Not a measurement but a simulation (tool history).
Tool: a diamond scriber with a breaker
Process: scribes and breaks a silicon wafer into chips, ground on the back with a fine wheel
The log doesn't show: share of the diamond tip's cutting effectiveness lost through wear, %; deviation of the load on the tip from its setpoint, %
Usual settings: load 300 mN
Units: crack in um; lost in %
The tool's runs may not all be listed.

run,hour,load,wafers since the last listed run,hours since the diamond tip was replaced,hours since the load on the tip was calibrated,"incoming depth of the damage left on the back of the incoming wafer, um",crack,lost
1,0.0,355,0,297.0,570.0,2.69,15.38,4.13
2,67.3,355,142,364.3,637.3,2.56,14.95,2.56
3,161.2,300,198,458.2,731.2,2.98,11.28,7.55
# hour 199.8: diamond tip replaced by a new one
4,250.2,300,183,50.4,820.2,2.60,13.34,1.59
5,349.6,300,210,149.8,919.6,2.87,13.10,2.05
6,399.5,300,105,199.7,969.5,1.69,12.93,1.54
7,456.6,300,120,256.8,1026.6,1.52,12.83,1.82
8,558.6,300,215,358.8,1128.6,1.68,12.05,3.36
# hour 640.0: diamond tip replaced by a new one
9,661.6,300,213,21.6,1231.6,2.55,13.29,1.48
10,721.9,300,127,81.9,1291.9,1.91,13.02,1.20
11,776.9,213,116,136.9,1346.9,1.59,8.59,32.52
# hour 779.9: load on the tip recalibrated
12,833.1,366,114,193.1,53.2,2.26,16.00,6.72
13,889.8,386,119,249.8,109.9,1.56,16.61,9.26
14,965.7,359,160,325.7,185.8,2.91,15.18,3.73
15,1024.9,216,125,384.9,245.0,2.37,7.81,46.82

Run 16 comes next. What will it give?
16,1091.4,222,140,451.4,311.5,1.62,?,?

Run 16 gave crack 7.92 um, lost 43.81 %.
Without the tool's hidden state the same run would have given crack 9.35 um, lost 24.89 %.
